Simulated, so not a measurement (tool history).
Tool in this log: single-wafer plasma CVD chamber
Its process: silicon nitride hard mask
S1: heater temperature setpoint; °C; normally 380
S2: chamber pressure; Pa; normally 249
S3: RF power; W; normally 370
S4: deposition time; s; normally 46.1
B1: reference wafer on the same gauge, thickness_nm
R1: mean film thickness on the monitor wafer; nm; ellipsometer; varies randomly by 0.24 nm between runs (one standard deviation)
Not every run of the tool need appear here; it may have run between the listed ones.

run,hour,S1,S2,S3,S4,B1,R1
1,0,380,249,425,46.1,52.718,69.797
2,99.9,380,249,425,46.1,52.681,70.463
3,182.9,380,249,425,46.1,52.68,70.722
4,225.2,380,249,370,46.1,52.691,62.408
5,313.7,380,249,370,46.1,52.667,62.301
6,385.7,380,209,370,46.1,52.7,60.106
7,447.3,391,249,370,41,52.668,55.091
8,510.4,380,249,370,46.1,52.7,62.831
# hour 582.6: gauge calibrated
# hour 594.9: showerhead replaced
9,613.9,380,249,345,46.1,52.694,58.016
10,692.7,380,249,345,46.1,52.698,58.769
11,747,380,249,420,46.1,52.677,69.945
12,851.3,380,249,420,46.1,52.678,69.701
13,935.7,380,249,420,46.1,52.663,70.231
14,975.9,380,249,370,46.1,52.64,62.573
15,1071.3,380,249,370,46.1,52.707,62.92
16,1153.9,380,249,370,46.1,52.708,62.242
17,1250.5,376,305,440,46.1,52.715,75.775
18,1348.4,366,249,300,46.1,52.721,50.761
# hour 1371.6: capacitance manometer re-zeroed and calibrated
# hour 1399.7: thermocouple changed; heater temperature recalibrated
19,1400.2,391,192,340,40.2,52.657,48.021
# hour 1456.7: RF generator calibrated
20,1457.2,385,249,370,38.9,52.67,52.412
21,1535.5,376,305,440,46.1,52.683,75.104
22,1622.3,380,216,370,40.6,52.718,53.746
23,1659.7,380,249,370,46.1,52.656,62.305
24,1698.5,365,249,440,46.1,52.711,72.676
25,1795.7,370,249,370,46.1,52.67,62.425
26,1887.8,380,211,370,46.1,52.724,60.446
27,1983.3,375,209,400,46.1,52.699,65.11
28,2063.9,380,249,370,50.2,52.686,68.18

Hidden state, per run?
wafer temperature above the value expected at the setpoint (K): 0 on each run
delivered RF power above the setpoint (%): 0 on each run
true pressure above the setpoint (%): 0 on each run
gauge reads high (%): 0 on each run

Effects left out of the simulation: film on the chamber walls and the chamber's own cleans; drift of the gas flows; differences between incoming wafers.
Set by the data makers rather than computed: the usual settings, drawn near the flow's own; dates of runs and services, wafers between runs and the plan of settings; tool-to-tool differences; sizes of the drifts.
